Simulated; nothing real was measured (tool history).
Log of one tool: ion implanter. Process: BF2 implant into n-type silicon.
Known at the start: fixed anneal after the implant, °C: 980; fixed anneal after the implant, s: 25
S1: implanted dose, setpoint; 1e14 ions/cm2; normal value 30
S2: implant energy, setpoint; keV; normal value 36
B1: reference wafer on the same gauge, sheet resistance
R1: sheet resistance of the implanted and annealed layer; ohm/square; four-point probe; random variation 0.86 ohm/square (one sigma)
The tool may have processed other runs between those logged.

| run | hour | S1 | S2 | B1 | R1 |
|---|---|---|---|---|---|
| 1 | 0 | 32.35 | 32.5 | 162.97 | 153.34 |
| 2 | 46.1 | 32.35 | 32.5 | 163.25 | 152.01 |
| 3 | 74.1 | 23.4 | 44.5 | 163.06 | 132.28 |
| 4 | 101.2 | 23.4 | 44.5 | 163.24 | 133.52 |
| 5 | 261.1 | 23.4 | 44.5 | 163.14 | 132.69 |
|  | 431.7 | extraction supply calibrated |
| 6 | 476.7 | 30 | 36 | 163 | 145.83 |
| 7 | 515.4 | 25.69 | 36 | 162.93 | 147.68 |
|  | 519.3 | gauge calibrated |
| 8 | 568.4 | 25.69 | 36 | 162.81 | 147.19 |
| 9 | 602.4 | 25.69 | 36 | 163.04 | 147.85 |
|  | 629.2 | Faraday cup replaced and dose calibrated |
| 10 | 670.1 | 28.06 | 44 | 162.98 | 130.99 |
| 11 | 741.1 | 30 | 28 | 162.77 | 165.26 |
| 12 | 778.3 | 30 | 36 | 163.1 | 145.6 |
| 13 | 820.1 | 22.33 | 32.5 | 163.04 | 159.05 |
| 14 | 886.2 | 23.4 | 44.5 | 162.94 | 130.39 |
| 15 | 943.5 | 21.45 | 27.5 | 162.9 | 172.67 |
| 16 | 997.3 | 32.35 | 32.5 | 162.93 | 152.11 |
| 17 | 1027.2 | 26.34 | 48 | 163.31 | 126.25 |
| 18 | 1055.9 | 23.41 | 41 | 162.92 | 137.49 |
| 19 | 1115.2 | 30 | 41 | 162.98 | 135.67 |
| 20 | 1185.3 | 34.27 | 32.5 | 162.93 | 153.7 |
| 21 | 1236.9 | 35.31 | 31 | 162.82 | 156.68 |
| 22 | 1307.5 | 34.06 | 32 | 162.81 | 153.05 |

Below are 5 alternative next runs, each starting from the tool's condition after run 22. Predict each:
| A | 1307.9 | 30 | 36 | ? | ? |
| B | 1307.9 | 38.23 | 30.5 | ? | ? |
| C | 1307.9 | 37.64 | 47.5 | ? | ? |
| D | 1307.9 | 38.31 | 45.5 | ? | ? |
| E | 1307.9 | 32.28 | 36 | ? | ? |

| run | B1 | R1 |
|---|---|---|
| A | 162.81 | 145.16 |
| B | 162.81 | 155.27 |
| C | 162.81 | 121.82 |
| D | 162.81 | 124.68 |
| E | 162.81 | 144.33 |
What these runs would have given with no unlogged condition in the tool:
| run | R1 |
|---|---|
| A | 145.16 |
| B | 155.27 |
| C | 121.82 |
| D | 124.68 |
| E | 144.33 |
